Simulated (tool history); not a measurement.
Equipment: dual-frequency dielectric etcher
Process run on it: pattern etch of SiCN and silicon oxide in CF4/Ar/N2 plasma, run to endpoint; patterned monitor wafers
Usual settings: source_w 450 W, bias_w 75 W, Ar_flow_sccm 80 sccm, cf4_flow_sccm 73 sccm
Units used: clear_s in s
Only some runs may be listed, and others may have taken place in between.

| run | hour | source_w | bias_w | Ar_flow_sccm | cf4_flow_sccm | incoming incoming film thickness, nm | clear_s |
|---|---|---|---|---|---|---|---|
| 1 | 0 | 510 | 75 | 80 | 73 | 16.36 | 14.8 |
| 2 | 33.8 | 510 | 75 | 80 | 73 | 16.49 | 15 |
| 3 | 50.4 | 510 | 75 | 80 | 73 | 16.45 | 14.9 |
| 4 | 84.2 | 450 | 75 | 80 | 73 | 16.45 | 16.9 |
|  | 110.1 | wet clean of the chamber |
| 5 | 110.6 | 450 | 75 | 80 | 73 | 16.52 | 18.2 |
|  | 128 | Ar flow controller replaced |
| 6 | 128.5 | 450 | 75 | 80 | 73 | 16.56 | 18 |
| 7 | 155.8 | 450 | 75 | 80 | 73 | 16.34 | 17.5 |
|  | 160.1 | source power generator calibrated |
|  | 173.7 | bias power generator calibrated |
| 8 | 186.2 | 450 | 82 | 93 | 73 | 16.7 | 17.6 |
|  | 193.5 | CF4 flow controller replaced |
| 9 | 202.6 | 510 | 75 | 80 | 73 | 16.48 | 15.6 |
|  | 233.8 | upper electrode replaced |
| 10 | 234.3 | 380 | 59 | 80 | 68 | 16.41 | 22.4 |
| 11 | 241.5 | 550 | 65 | 80 | 62 | 16.56 | 15.5 |
| 12 | 254.1 | 490 | 75 | 80 | 73 | 16.48 | 16 |
| 13 | 281.1 | 500 | 75 | 91 | 73 | 16.4 | 15.9 |
| 14 | 310.7 | 380 | 59 | 80 | 68 | 16.54 | 22.6 |

Predict each of these 5 candidate next runs independently; none follows another, all start after run 14:
| A | 311.1 | 480 | 75 | 80 | 73 | 16.5 | ? |
| B | 311.1 | 450 | 75 | 80 | 91 | 16.5 | ? |
| C | 311.1 | 450 | 86 | 66 | 82 | 16.5 | ? |
| D | 311.1 | 550 | 75 | 70 | 85 | 16.5 | ? |
| E | 311.1 | 530 | 83 | 80 | 64 | 16.5 | ? |

| run | clear_s |
|---|---|
| A | 16.2 |
| B | 16.8 |
| C | 16 |
| D | 13.7 |
| E | 14.4 |
Stripped of hidden state, with their random variation kept, the same runs would have yielded:
| run | clear_s |
|---|---|
| A | 16.5 |
| B | 17.2 |
| C | 16.3 |
| D | 14 |
| E | 14.7 |
